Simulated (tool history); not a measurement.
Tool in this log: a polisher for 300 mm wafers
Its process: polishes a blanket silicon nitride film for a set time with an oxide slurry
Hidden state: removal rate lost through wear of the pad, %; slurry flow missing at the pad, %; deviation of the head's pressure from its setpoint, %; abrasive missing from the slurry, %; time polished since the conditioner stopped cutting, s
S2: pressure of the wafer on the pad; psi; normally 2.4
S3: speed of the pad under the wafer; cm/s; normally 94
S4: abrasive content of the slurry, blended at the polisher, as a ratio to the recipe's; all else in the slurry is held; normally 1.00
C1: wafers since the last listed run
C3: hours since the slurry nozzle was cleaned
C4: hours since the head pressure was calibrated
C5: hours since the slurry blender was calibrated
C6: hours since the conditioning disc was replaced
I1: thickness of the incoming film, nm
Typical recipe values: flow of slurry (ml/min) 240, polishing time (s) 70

run 1 hour=0.0 | flow_of_slurry_(ml/min)=240 S2=2.4 S3=94 S4=1.00 polishing_time_(s)=70 | C1=0 wafers_polished_on_this_pad=1405 C3=162.4 C4=127.3 C5=459.7 C6=29.6 | I1=529.8 | film_removed_(nm)=26.3
-- hour=28.3 worn pad replaced by a new one
-- hour=49.1 slurry blender recalibrated
run 2 hour=49.6 | flow_of_slurry_(ml/min)=270 S2=2.4 S3=94 S4=1.00 polishing_time_(s)=70 | C1=590 wafers_polished_on_this_pad=261 C3=212.0 C4=176.9 C5=0.5 C6=79.2 | I1=529.0 | film_removed_(nm)=30.1
run 3 hour=77.7 | flow_of_slurry_(ml/min)=240 S2=2.4 S3=94 S4=1.00 polishing_time_(s)=70 | C1=380 wafers_polished_on_this_pad=642 C3=240.1 C4=205.0 C5=28.6 C6=107.3 | I1=540.4 | film_removed_(nm)=29.4
-- hour=123.3 conditioning disc replaced and pad reconditioned
run 4 hour=126.7 | flow_of_slurry_(ml/min)=240 S2=2.4 S3=94 S4=1.00 polishing_time_(s)=70 | C1=637 wafers_polished_on_this_pad=1279 C3=289.1 C4=254.0 C5=77.6 C6=3.4 | I1=528.5 | film_removed_(nm)=28.7
-- hour=192.9 worn pad replaced by a new one
run 5 hour=193.4 | flow_of_slurry_(ml/min)=240 S2=1.9 S3=94 S4=1.00 polishing_time_(s)=70 | C1=849 wafers_polished_on_this_pad=6 C3=355.8 C4=320.7 C5=144.3 C6=70.1 | I1=535.1 | film_removed_(nm)=23.0
run 6 hour=229.8 | flow_of_slurry_(ml/min)=240 S2=1.9 S3=94 S4=1.00 polishing_time_(s)=70 | C1=493 wafers_polished_on_this_pad=500 C3=392.2 C4=357.1 C5=180.7 C6=106.5 | I1=539.2 | film_removed_(nm)=22.4
-- hour=249.2 slurry nozzle cleaned
run 7 hour=263.9 | flow_of_slurry_(ml/min)=240 S2=2.4 S3=94 S4=1.00 polishing_time_(s)=70 | C1=448 wafers_polished_on_this_pad=948 C3=14.7 C4=391.2 C5=214.8 C6=140.6 | I1=527.6 | film_removed_(nm)=30.2
-- hour=267.2 conditioning disc replaced and pad reconditioned
-- hour=323.4 worn pad replaced by a new one
run 8 hour=328.2 | flow_of_slurry_(ml/min)=240 S2=2.4 S3=94 S4=1.00 polishing_time_(s)=70 | C1=790 wafers_polished_on_this_pad=65 C3=79.0 C4=455.5 C5=279.1 C6=61.0 | I1=532.0 | film_removed_(nm)=28.8
-- hour=359.9 head pressure recalibrated
run 9 hour=399.1 | flow_of_slurry_(ml/min)=285 S2=1.7 S3=94 S4=0.85 polishing_time_(s)=82 | C1=933 wafers_polished_on_this_pad=999 C3=149.9 C4=39.2 C5=350.0 C6=131.9 | I1=524.6 | film_removed_(nm)=21.5
-- hour=403.7 conditioning disc replaced and pad reconditioned
run 10 hour=423.7 | flow_of_slurry_(ml/min)=315 S2=2.4 S3=94 S4=1.10 polishing_time_(s)=80 | C1=306 wafers_polished_on_this_pad=1305 C3=174.5 C4=63.8 C5=374.6 C6=20.0 | I1=526.8 | film_removed_(nm)=34.0
-- hour=474.5 worn pad replaced by a new one
run 11 hour=480.7 | flow_of_slurry_(ml/min)=240 S2=2.4 S3=94 S4=1.00 polishing_time_(s)=70 | C1=718 wafers_polished_on_this_pad=84 C3=231.5 C4=120.8 C5=431.6 C6=77.0 | I1=533.5 | film_removed_(nm)=26.0
run 12 hour=549.0 | flow_of_slurry_(ml/min)=190 S2=2.4 S3=94 S4=1.00 polishing_time_(s)=78 | C1=925 wafers_polished_on_this_pad=1010 C3=299.8 C4=189.1 C5=499.9 C6=145.3 | I1=523.2 | film_removed_(nm)=26.6
-- hour=562.0 slurry blender recalibrated
-- hour=566.6 conditioning disc replaced and pad reconditioned
run 13 hour=574.2 | flow_of_slurry_(ml/min)=240 S2=2.4 S3=68 S4=1.00 polishing_time_(s)=70 | C1=287 wafers_polished_on_this_pad=1297 C3=325.0 C4=214.3 C5=12.2 C6=7.6 | I1=525.8 | film_removed_(nm)=23.1
-- hour=601.3 worn pad replaced by a new one
run 14 hour=611.6 | flow_of_slurry_(ml/min)=240 S2=2.4 S3=94 S4=1.00 polishing_time_(s)=70 | C1=452 wafers_polished_on_this_pad=139 C3=362.4 C4=251.7 C5=49.6 C6=45.0 | I1=531.1 | film_removed_(nm)=28.0
run 15 hour=670.9 | flow_of_slurry_(ml/min)=240 S2=2.4 S3=94 S4=1.00 polishing_time_(s)=61 | C1=803 wafers_polished_on_this_pad=942 C3=421.7 C4=311.0 C5=108.9 C6=104.3 | I1=524.6 | film_removed_(nm)=24.4
-- hour=697.2 slurry nozzle cleaned
run 16 hour=697.7 | flow_of_slurry_(ml/min)=240 S2=2.4 S3=116 S4=1.00 polishing_time_(s)=70 | C1=349 wafers_polished_on_this_pad=1292 C3=0.5 C4=337.8 C5=135.7 C6=131.1 | I1=532.0 | film_removed_(nm)=34.7
-- hour=715.7 conditioning disc replaced and pad reconditioned
-- hour=730.9 worn pad replaced by a new one
run 17 hour=738.2 | flow_of_slurry_(ml/min)=315 S2=2.4 S3=94 S4=1.00 polishing_time_(s)=70 | C1=467 wafers_polished_on_this_pad=99 C3=41.0 C4=378.3 C5=176.2 C6=22.5 | I1=520.2 | film_removed_(nm)=30.7

Across each entry between runs, compare the hidden state at the last listed run before it with the hidden state at the first listed run after it:
From run 1 to run 2: worn pad replaced by a new one (hour 28.3); slurry blender recalibrated (hour 49.1)
  slurry flow missing at the pad, %: 30.3 -> 34.2; abrasive missing from the slurry, %: 20.5 -> 1.66
  the result without the hidden state subtracted from the measured one, film removed (nm): -5.0 -> -1.7
From run 3 to run 4: conditioning disc replaced and pad reconditioned (hour 123.3)
  slurry flow missing at the pad, %: 35.9 -> 38.1; abrasive missing from the slurry, %: 1.73 -> 2.19
  the result without the hidden state subtracted from the measured one, film removed (nm): -2.0 -> -2.2
From run 4 to run 5: worn pad replaced by a new one (hour 192.9)
  slurry flow missing at the pad, %: 38.1 -> 40.2; abrasive missing from the slurry, %: 2.19 -> 3.5
  the result without the hidden state subtracted from the measured one, film removed (nm): -2.2 -> -2.1
From run 6 to run 7: slurry nozzle cleaned (hour 249.2)
  slurry flow missing at the pad, %: 40.9 -> 11.1; abrasive missing from the slurry, %: 4.55 -> 5.75
  the result without the hidden state subtracted from the measured one, film removed (nm): -2.2 -> -1.3
From run 7 to run 8: conditioning disc replaced and pad reconditioned (hour 267.2); worn pad replaced by a new one (hour 323.4)
  slurry flow missing at the pad, %: 11.1 -> 25.1; abrasive missing from the slurry, %: 5.75 -> 8.56
  the result without the hidden state subtracted from the measured one, film removed (nm): -1.3 -> -2.5
From run 8 to run 9: head pressure recalibrated (hour 359.9)
  slurry flow missing at the pad, %: 25.1 -> 34.7; abrasive missing from the slurry, %: 8.56 -> 12.5
  the result without the hidden state subtracted from the measured one, film removed (nm): -2.5 -> -2.9
From run 9 to run 10: conditioning disc replaced and pad reconditioned (hour 403.7)
  slurry flow missing at the pad, %: 34.7 -> 37; abrasive missing from the slurry, %: 12.5 -> 14.1
  the result without the hidden state subtracted from the measured one, film removed (nm): -2.9 -> -4.6
From run 10 to run 11: worn pad replaced by a new one (hour 474.5)
  slurry flow missing at the pad, %: 37 -> 41; abrasive missing from the slurry, %: 14.1 -> 18.2
  the result without the hidden state subtracted from the measured one, film removed (nm): -4.6 -> -5.3
From run 12 to run 13: slurry blender recalibrated (hour 562.0); conditioning disc replaced and pad reconditioned (hour 566.6)
  slurry flow missing at the pad, %: 44.1 -> 44.9; abrasive missing from the slurry, %: 23.8 -> 4.23
  the result without the hidden state subtracted from the measured one, film removed (nm): -7.7 -> -2.5
From run 13 to run 14: worn pad replaced by a new one (hour 601.3)
  slurry flow missing at the pad, %: 44.9 -> 45.9; abrasive missing from the slurry, %: 4.23 -> 4.44
  the result without the hidden state subtracted from the measured one, film removed (nm): -2.5 -> -3.2
From run 15 to run 16: slurry nozzle cleaned (hour 697.2)
  slurry flow missing at the pad, %: 47 -> 1.67; abrasive missing from the slurry, %: 5.27 -> 5.85
  the result without the hidden state subtracted from the measured one, film removed (nm): -3.0 -> -1.2
From run 16 to run 17: conditioning disc replaced and pad reconditioned (hour 715.7); worn pad replaced by a new one (hour 730.9)
  slurry flow missing at the pad, %: 1.67 -> 12.3; abrasive missing from the slurry, %: 5.85 -> 6.97
  the result without the hidden state subtracted from the measured one, film removed (nm): -1.2 -> -1.6

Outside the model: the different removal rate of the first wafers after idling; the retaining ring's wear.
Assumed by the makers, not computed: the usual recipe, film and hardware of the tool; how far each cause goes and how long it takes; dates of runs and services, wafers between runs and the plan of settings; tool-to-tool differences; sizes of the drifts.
